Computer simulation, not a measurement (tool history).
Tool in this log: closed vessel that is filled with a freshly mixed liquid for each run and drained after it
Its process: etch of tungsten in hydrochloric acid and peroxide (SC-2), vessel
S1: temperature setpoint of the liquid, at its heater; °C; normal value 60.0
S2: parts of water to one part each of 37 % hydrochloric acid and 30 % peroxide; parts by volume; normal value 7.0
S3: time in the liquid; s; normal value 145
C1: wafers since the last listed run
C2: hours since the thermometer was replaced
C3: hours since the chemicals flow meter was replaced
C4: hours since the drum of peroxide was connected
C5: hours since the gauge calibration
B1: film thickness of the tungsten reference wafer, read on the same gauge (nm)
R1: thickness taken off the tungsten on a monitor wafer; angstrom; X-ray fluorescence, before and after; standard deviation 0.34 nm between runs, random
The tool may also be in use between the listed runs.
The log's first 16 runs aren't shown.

{"run": 17, "hour": 486.2, "S1": 52.5, "S2": 7.0, "S3": 105, "C1": 2205, "C2": 56.1, "C3": 1865.7, "C4": 468.3, "C5": 94.3, "B1": 150.0, "R1": 256.2}
{"run": 18, "hour": 585.1, "S1": 57.5, "S2": 10.0, "S3": 200, "C1": 6360, "C2": 155.0, "C3": 1964.6, "C4": 567.2, "C5": 193.2, "B1": 150.01, "R1": 500.4}
{"hour": 597.4, "done": "chemicals flow meter replaced"}
{"run": 19, "hour": 618.8, "S1": 60.0, "S2": 7.0, "S3": 145, "C1": 2102, "C2": 188.7, "C3": 21.4, "C4": 600.9, "C5": 226.9, "B1": 149.99, "R1": 574.1}
{"run": 20, "hour": 649.3, "S1": 60.0, "S2": 7.0, "S3": 145, "C1": 1961, "C2": 219.2, "C3": 51.9, "C4": 631.4, "C5": 257.4, "B1": 150.02, "R1": 560.5}
{"run": 21, "hour": 667.6, "S1": 56.0, "S2": 7.0, "S3": 145, "C1": 1176, "C2": 237.5, "C3": 70.2, "C4": 649.7, "C5": 275.7, "B1": 149.98, "R1": 437.0}
{"hour": 676.2, "done": "new drum of peroxide connected"}
{"run": 22, "hour": 698.1, "S1": 52.5, "S2": 7.0, "S3": 145, "C1": 1897, "C2": 268.0, "C3": 100.7, "C4": 21.9, "C5": 306.2, "B1": 150.02, "R1": 356.8}
{"run": 23, "hour": 728.8, "S1": 67.5, "S2": 7.0, "S3": 145, "C1": 1974, "C2": 298.7, "C3": 131.4, "C4": 52.6, "C5": 336.9, "B1": 150.01, "R1": 896.3}
{"run": 24, "hour": 761.9, "S1": 68.5, "S2": 7.0, "S3": 110, "C1": 2128, "C2": 331.8, "C3": 164.5, "C4": 85.7, "C5": 370.0, "B1": 150.0, "R1": 729.2}
{"run": 25, "hour": 775.0, "S1": 68.5, "S2": 7.0, "S3": 125, "C1": 842, "C2": 344.9, "C3": 177.6, "C4": 98.8, "C5": 383.1, "B1": 150.0, "R1": 823.0}
{"run": 26, "hour": 794.0, "S1": 50.0, "S2": 4.0, "S3": 145, "C1": 1221, "C2": 363.9, "C3": 196.6, "C4": 117.8, "C5": 402.1, "B1": 150.01, "R1": 448.1}
{"run": 27, "hour": 806.1, "S1": 54.5, "S2": 4.5, "S3": 145, "C1": 778, "C2": 376.0, "C3": 208.7, "C4": 129.9, "C5": 414.2, "B1": 150.02, "R1": 555.5}
{"run": 28, "hour": 828.9, "S1": 60.0, "S2": 7.0, "S3": 145, "C1": 1466, "C2": 398.8, "C3": 231.5, "C4": 152.7, "C5": 437.0, "B1": 149.98, "R1": 569.1}
{"run": 29, "hour": 844.4, "S1": 60.0, "S2": 8.5, "S3": 145, "C1": 996, "C2": 414.3, "C3": 247.0, "C4": 168.2, "C5": 452.5, "B1": 150.01, "R1": 485.8}
{"run": 30, "hour": 865.5, "S1": 64.5, "S2": 6.0, "S3": 145, "C1": 1356, "C2": 435.4, "C3": 268.1, "C4": 189.3, "C5": 473.6, "B1": 149.99, "R1": 846.8}
{"run": 31, "hour": 893.1, "S1": 60.0, "S2": 7.0, "S3": 145, "C1": 1774, "C2": 463.0, "C3": 295.7, "C4": 216.9, "C5": 501.2, "B1": 150.02, "R1": 567.7}

Forecast each of these 3 alternatives for the next run:
{"run": "A", "hour": 893.8, "S1": 60.0, "S2": 7.0, "S3": 145, "C1": 45, "C2": 463.7, "C3": 296.4, "C4": 217.6, "C5": 501.9, "B1": "?", "R1": "?"}
{"run": "B", "hour": 893.8, "S1": 57.5, "S2": 9.5, "S3": 195, "C1": 45, "C2": 463.7, "C3": 296.4, "C4": 217.6, "C5": 501.9, "B1": "?", "R1": "?"}
{"run": "C", "hour": 893.8, "S1": 63.0, "S2": 8.0, "S3": 125, "C1": 45, "C2": 463.7, "C3": 296.4, "C4": 217.6, "C5": 501.9, "B1": "?", "R1": "?"}

run=A B1=149.98 R1=569.0
run=B B1=149.98 R1=511.3
run=C B1=149.98 R1=532.0
What these runs would have given with no unlogged condition in the tool:
run=A R1=569.0
run=B R1=511.3
run=C R1=532.0

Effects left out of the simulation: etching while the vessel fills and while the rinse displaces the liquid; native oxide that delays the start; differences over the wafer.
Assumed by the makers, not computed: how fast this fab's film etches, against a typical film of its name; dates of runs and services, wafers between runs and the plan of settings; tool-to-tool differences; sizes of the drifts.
